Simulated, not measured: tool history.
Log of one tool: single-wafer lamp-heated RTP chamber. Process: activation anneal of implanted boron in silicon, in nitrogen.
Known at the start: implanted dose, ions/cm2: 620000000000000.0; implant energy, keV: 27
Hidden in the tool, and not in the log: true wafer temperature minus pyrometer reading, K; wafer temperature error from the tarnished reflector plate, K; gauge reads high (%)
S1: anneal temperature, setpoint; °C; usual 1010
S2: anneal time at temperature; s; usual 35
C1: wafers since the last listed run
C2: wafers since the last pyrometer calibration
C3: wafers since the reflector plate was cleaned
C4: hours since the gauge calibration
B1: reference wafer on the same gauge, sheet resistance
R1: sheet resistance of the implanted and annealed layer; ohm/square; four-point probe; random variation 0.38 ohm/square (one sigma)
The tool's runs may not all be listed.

run,hour,S1,S2,C1,C2,C3,C4,B1,R1
1,0.0,1029,35,0,1142,3898,227.5,170.03,172.54
2,33.8,1029,35,591,1734,4490,261.3,169.98,171.80
3,61.4,1029,35,483,2217,4973,288.9,169.87,172.69
4,77.3,993,29,278,2496,5251,304.8,170.01,177.45
5,122.4,995,41,789,3285,6041,349.9,169.98,176.26
# hour 133.9: pyrometer window cleaned and pyrometer calibrated
6,155.6,995,41,441,379,6482,383.1,170.02,178.66
7,179.4,995,41,416,796,6899,406.9,169.95,178.14
8,194.1,1010,35,257,1053,7156,421.6,169.91,175.40
9,257.3,1010,35,1106,2160,8263,484.8,169.94,174.53
# hour 271.0: gauge calibrated
10,303.9,1010,35,815,2976,9079,32.9,169.98,174.32
11,336.3,1032,54,567,3543,9646,65.3,170.06,170.48
# hour 364.7: reflector plate cleaned
# hour 369.8: pyrometer window cleaned and pyrometer calibrated
12,370.3,990,17,365,8,8,99.3,169.97,184.76
13,400.6,1038,45,530,539,539,129.6,170.01,171.04
14,429.0,998,20,497,1036,1036,158.0,170.08,179.35
15,463.0,1010,46,595,1631,1631,192.0,170.02,174.33
16,478.5,988,28,271,1903,1903,207.5,170.05,179.98
17,498.7,984,51,353,2256,2256,227.7,169.95,179.48
18,534.3,1010,35,623,2880,2880,263.3,170.01,173.96

5 ways to go on from here, each from the tool as it stands after run 18. What would each give?
A,534.7,1010,35,7,2887,2887,263.7,?,?
B,534.7,1020,51,7,2887,2887,263.7,?,?
C,534.7,1036,53,7,2887,2887,263.7,?,?
D,534.7,983,15,7,2887,2887,263.7,?,?
E,534.7,987,15,7,2887,2887,263.7,?,?

run,B1,R1
A,170.02,174.39
B,170.02,172.24
C,170.02,170.70
D,170.02,184.24
E,170.02,182.28
Without the tool's hidden state the same runs would have given:
run,R1
A,176.12
B,173.54
C,171.61
D,191.68
E,188.51

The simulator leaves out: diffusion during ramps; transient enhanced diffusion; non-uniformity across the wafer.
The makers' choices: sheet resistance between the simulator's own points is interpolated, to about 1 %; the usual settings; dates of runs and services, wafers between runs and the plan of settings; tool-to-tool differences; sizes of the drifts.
